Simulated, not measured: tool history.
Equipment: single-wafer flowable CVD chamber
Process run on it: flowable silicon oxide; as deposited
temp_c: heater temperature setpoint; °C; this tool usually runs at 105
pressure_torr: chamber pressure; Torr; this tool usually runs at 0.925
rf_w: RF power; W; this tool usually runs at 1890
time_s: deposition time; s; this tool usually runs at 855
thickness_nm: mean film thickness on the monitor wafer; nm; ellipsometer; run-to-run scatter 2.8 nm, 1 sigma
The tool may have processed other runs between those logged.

run    hour  temp_c  pressure_torr  rf_w  time_s  wafers since the last listed run  hours since the last thermocouple change  hours since the last RF generator calibration  hours since the last manometer calibration  hours since the showerhead was replaced  hours since the gauge calibration  read-back reference wafer on the same gauge, thickness_nm  thickness_nm
  1       0     105          0.925  1890     855                                 0                                     212.8                                          267.8                                       416.8                                   2782.6                               40.1                                                    472.688       535.936
  2      26     105          0.925  1890     855                                51                                     238.8                                          293.8                                       442.8                                   2808.6                               66.1                                                    472.217       533.991
  3    54.3     115          0.925  1890     855                                56                                     267.1                                          322.1                                       471.1                                   2836.9                               94.4                                                     472.29       402.554
  4    90.2     115          0.925  1890     855                                71                                       303                                            358                                         507                                   2872.8                              130.3                                                    472.165       402.404
      118.9  -- showerhead replaced
  5   119.4     111          1.085  2200     974                                42                                     332.2                                          387.2                                       536.2                                      0.5                              159.5                                                    471.657       617.553
  6   167.7      93          0.925  2265     808                                96                                     380.5                                          435.5                                       584.5                                     48.8                              207.8                                                    470.884       739.978
  7   194.6     105          0.925  1890     746                                53                                     407.4                                          462.4                                       611.4                                     75.7                              234.7                                                    469.589       461.137
  8   225.3     105          0.925  1890     855                                61                                     438.1                                          493.1                                       642.1                                    106.4                              265.4                                                    470.905       529.796
  9   259.9     105          0.925  1890     855                                69                                     472.7                                          527.7                                       676.7                                      141                                300                                                    469.953       529.649
 10   288.5     100          1.093  1565     732                                57                                     501.3                                          556.3                                       705.3                                    169.6                              328.6                                                    469.502       592.259
 11   346.7     105          0.729  1890     855                               116                                     559.5                                          614.5                                       763.5                                    227.8                              386.8                                                    468.178       414.997
 12   403.7     111          0.983  1755     797                               113                                     616.5                                          671.5                                       820.5                                    284.8                              443.8                                                    468.596       435.037
 13   451.6     117          0.803  2220     855                                95                                     664.4                                          719.4                                       868.4                                    332.7                              491.7                                                     467.95       335.677
 14   500.8     117          0.803  2220     855                                98                                     713.6                                          768.6                                       917.6                                    381.9                              540.9                                                    467.725       339.562
 15   551.1     105          0.925  1890     855                               100                                     763.9                                          818.9                                       967.9                                    432.2                              591.2                                                    466.915       527.994
 16   575.4      99          1.095  1645     995                                48                                     788.2                                          843.2                                       992.2                                    456.5                              615.5                                                    466.519        841.59
 17   610.3     105          0.925  1890     855                                69                                     823.1                                          878.1                                      1027.1                                    491.4                              650.4                                                    466.338        531.75
 18   659.1     120          0.925  1890     855                                97                                     871.9                                          926.9                                      1075.9                                    540.2                              699.2                                                    465.783       345.433
 19   711.2     100          0.757  1690     855                               104                                       924                                            979                                        1128                                    592.3                              751.3                                                    465.596       483.381
 20   777.5     118          0.925  1890     776                               132                                     990.3                                         1045.3                                      1194.3                                    658.6                              817.6                                                    465.105       329.582
 21   821.1     105          0.925  2070     748                                87                                    1033.9                                         1088.9                                      1237.9                                    702.2                              861.2                                                    463.829       464.029
 22   876.8     105          0.925  2120     855                               111                                    1089.6                                         1144.6                                      1293.6                                    757.9                              916.9                                                    463.875       538.541
 23   904.9     105          0.925  1890     855                                56                                    1117.7                                         1172.7                                      1321.7                                      786                                945                                                    462.885       527.556
 24   971.8     115          1.018  1760     777                               133                                    1184.6                                         1239.6                                      1388.6                                    852.9                             1011.9                                                    462.443       388.879
     1011.9  -- gauge calibrated
 25  1030.5      99          1.095  1645     995                               117                                    1243.3                                         1298.3                                      1447.3                                    911.6                               18.6                                                    470.731       841.348
     1065.5  -- thermocouple changed; heater temperature recalibrated
 26  1087.2     105          1.017  1890     855                                97                                      21.7                                           1355                                        1504                                    968.3                               75.3                                                    470.154       582.651
 27  1127.2     105          0.925  1560     855                                79                                      61.7                                           1395                                        1544                                   1008.3                              115.3                                                    468.818       510.586
 28  1191.4     105          0.925  1890     855                               128                                     125.9                                         1459.2                                      1608.2                                   1072.5                              179.5                                                    468.407       529.348

Alternative continuations, all from the tool just after run 28; predict every row:
  A  1192     105          0.925  1890     855                                 1                                     126.5                                         1459.8                                      1608.8                                   1073.1                              180.1                                                          ?             ?
  B  1192     101          0.829  1890     740                                 1                                     126.5                                         1459.8                                      1608.8                                   1073.1                              180.1                                                          ?             ?
  C  1192      95          1.149  1785     700                                 1                                     126.5                                         1459.8                                      1608.8                                   1073.1                              180.1                                                          ?             ?
  D  1192     105          0.739  2165     809                                 1                                     126.5                                         1459.8                                      1608.8                                   1073.1                              180.1                                                          ?             ?

run  read-back reference wafer on the same gauge, thickness_nm  thickness_nm
  A                                                    468.427       531.506
  B                                                    468.427       463.486
  C                                                    468.427       714.154
  D                                                    468.427       409.777
What these runs would have given with no unlogged condition in the tool:
run  thickness_nm
  A       535.717
  B       467.159
  C       719.813
  D       413.023

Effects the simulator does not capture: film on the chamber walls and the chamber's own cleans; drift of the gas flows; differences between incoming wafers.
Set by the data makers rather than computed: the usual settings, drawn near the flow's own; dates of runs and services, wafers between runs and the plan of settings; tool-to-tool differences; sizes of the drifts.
